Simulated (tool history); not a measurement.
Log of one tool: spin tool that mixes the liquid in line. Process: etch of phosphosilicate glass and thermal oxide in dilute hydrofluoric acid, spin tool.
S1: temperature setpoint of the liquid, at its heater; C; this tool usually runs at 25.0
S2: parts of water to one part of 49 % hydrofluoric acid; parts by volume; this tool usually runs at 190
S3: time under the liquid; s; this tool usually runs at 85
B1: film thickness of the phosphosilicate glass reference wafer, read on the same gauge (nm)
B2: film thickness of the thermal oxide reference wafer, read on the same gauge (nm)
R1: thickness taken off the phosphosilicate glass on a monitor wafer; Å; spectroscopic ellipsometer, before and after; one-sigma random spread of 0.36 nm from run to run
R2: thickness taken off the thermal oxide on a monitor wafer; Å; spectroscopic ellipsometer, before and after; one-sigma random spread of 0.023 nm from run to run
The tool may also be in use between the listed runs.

| run | hour | S1 | S2 | S3 | B1 | B2 | R1 | R2 |
|---|---|---|---|---|---|---|---|---|
| 1 | 0.0 | 22.0 | 130 | 85 | 134.75 | 41.453 | 620.3 | 27.13 |
| 2 | 60.8 | 23.0 | 190 | 85 | 134.91 | 41.519 | 409.6 | 17.69 |
| 3 | 104.7 | 23.0 | 190 | 85 | 135.03 | 41.545 | 407.2 | 17.99 |
| 4 | 139.0 | 25.0 | 190 | 85 | 135.15 | 41.576 | 441.8 | 19.28 |
|  | 148.3 | hydrofluoric acid flow meter replaced |
| 5 | 204.2 | 23.0 | 250 | 45 | 135.34 | 41.665 | 155.3 | 6.77 |
| 6 | 230.3 | 29.0 | 190 | 50 | 135.46 | 41.654 | 298.2 | 13.33 |
| 7 | 287.3 | 25.0 | 190 | 85 | 135.62 | 41.713 | 445.0 | 19.12 |
| 8 | 331.2 | 20.5 | 190 | 85 | 135.73 | 41.782 | 370.9 | 16.46 |
| 9 | 398.1 | 25.0 | 190 | 85 | 135.95 | 41.826 | 451.1 | 19.60 |
| 10 | 434.1 | 25.0 | 190 | 85 | 136.10 | 41.859 | 442.2 | 19.73 |
| 11 | 503.9 | 22.0 | 250 | 85 | 136.31 | 41.926 | 288.3 | 12.50 |
| 12 | 534.1 | 27.0 | 265 | 125 | 136.39 | 41.967 | 466.3 | 20.64 |
|  | 574.0 | gauge calibrated |
| 13 | 587.7 | 28.0 | 255 | 100 | 129.19 | 39.754 | 385.2 | 16.66 |
| 14 | 676.0 | 25.0 | 275 | 40 | 129.47 | 39.830 | 126.0 | 5.45 |
| 15 | 711.7 | 28.5 | 265 | 120 | 129.58 | 39.878 | 447.8 | 19.39 |
| 16 | 763.8 | 25.0 | 225 | 85 | 129.73 | 39.939 | 348.2 | 15.02 |
| 17 | 801.3 | 20.5 | 140 | 105 | 129.85 | 39.947 | 633.9 | 27.92 |
| 18 | 871.2 | 27.5 | 150 | 125 | 130.08 | 40.042 | 907.0 | 40.63 |
| 19 | 897.7 | 21.5 | 145 | 65 | 130.21 | 40.049 | 396.2 | 17.27 |
| 20 | 939.1 | 25.0 | 190 | 85 | 130.31 | 40.097 | 428.3 | 18.50 |
| 21 | 1001.0 | 25.0 | 190 | 85 | 130.47 | 40.147 | 425.0 | 18.44 |
| 22 | 1051.7 | 22.0 | 125 | 65 | 130.67 | 40.182 | 482.7 | 20.79 |
|  | 1089.9 | hydrofluoric acid flow meter replaced |
| 23 | 1120.1 | 25.0 | 190 | 85 | 130.86 | 40.279 | 430.8 | 18.91 |
| 24 | 1167.5 | 25.0 | 190 | 85 | 130.99 | 40.297 | 421.3 | 18.96 |

5 ways to go on from here, each from the tool as it stands after run 24. What would each give?
| A | 1167.9 | 25.0 | 190 | 85 | ? | ? | ? | ? |
| B | 1167.9 | 25.0 | 145 | 85 | ? | ? | ? | ? |
| C | 1167.9 | 30.0 | 270 | 70 | ? | ? | ? | ? |
| D | 1167.9 | 30.0 | 245 | 40 | ? | ? | ? | ? |
| E | 1167.9 | 26.5 | 190 | 85 | ? | ? | ? | ? |

| run | B1 | B2 | R1 | R2 |
|---|---|---|---|---|
| A | 130.99 | 40.301 | 433.0 | 19.12 |
| B | 130.99 | 40.301 | 597.3 | 26.37 |
| C | 130.99 | 40.301 | 273.0 | 12.05 |
| D | 130.99 | 40.301 | 176.9 | 7.81 |
| E | 130.99 | 40.301 | 457.3 | 20.19 |
Stripped of hidden state, with their random variation kept, the same runs would have yielded:
| run | R1 | R2 |
|---|---|---|
| A | 429.6 | 18.97 |
| B | 592.7 | 26.17 |
| C | 270.9 | 11.96 |
| D | 175.5 | 7.75 |
| E | 453.8 | 20.04 |
